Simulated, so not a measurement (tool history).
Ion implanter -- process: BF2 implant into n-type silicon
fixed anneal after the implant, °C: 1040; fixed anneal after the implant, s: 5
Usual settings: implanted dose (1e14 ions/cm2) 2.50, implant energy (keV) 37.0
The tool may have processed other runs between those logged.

run,hour,implanted dose (1e14 ions/cm2),implant energy (keV),"read-back reference wafer on the same gauge, sheet resistance",sheet resistance of the implanted and annealed layer (ohm/square)
1,0.0,2.50,37.0,492.05,472.64
2,53.5,2.50,41.5,491.36,464.10
3,125.4,2.50,37.0,491.80,472.97
4,169.9,2.50,37.0,492.08,468.10
5,310.6,2.50,37.0,491.33,476.25
6,337.2,2.50,29.5,490.90,486.28
7,384.7,2.50,29.5,491.90,490.40
# hour 402.8: gauge calibrated
# hour 409.7: extraction supply calibrated
8,421.0,2.50,29.5,493.30,487.93
9,473.8,2.50,43.0,491.44,468.05
10,525.3,1.99,28.5,491.45,600.41
11,567.0,2.86,48.0,492.07,417.08
12,611.6,2.50,37.0,491.35,480.29
# hour 663.4: Faraday cup replaced and dose calibrated
13,668.4,2.50,37.0,492.50,456.23
14,727.9,3.23,46.5,491.65,358.61
15,925.4,2.76,29.0,491.38,438.97
16,950.6,3.06,45.0,491.87,379.45
17,1009.7,2.10,29.5,492.79,544.38

What does the tool deliver on the next run?
18,1072.1,2.50,37.0,?,?

Run 18 came out at read-back reference wafer on the same gauge, sheet resistance 491.93, sheet resistance of the implanted and annealed layer (ohm/square) 459.34.
Had the tool carried no hidden state, the very same run would have given sheet resistance of the implanted and annealed layer (ohm/square) 455.58.
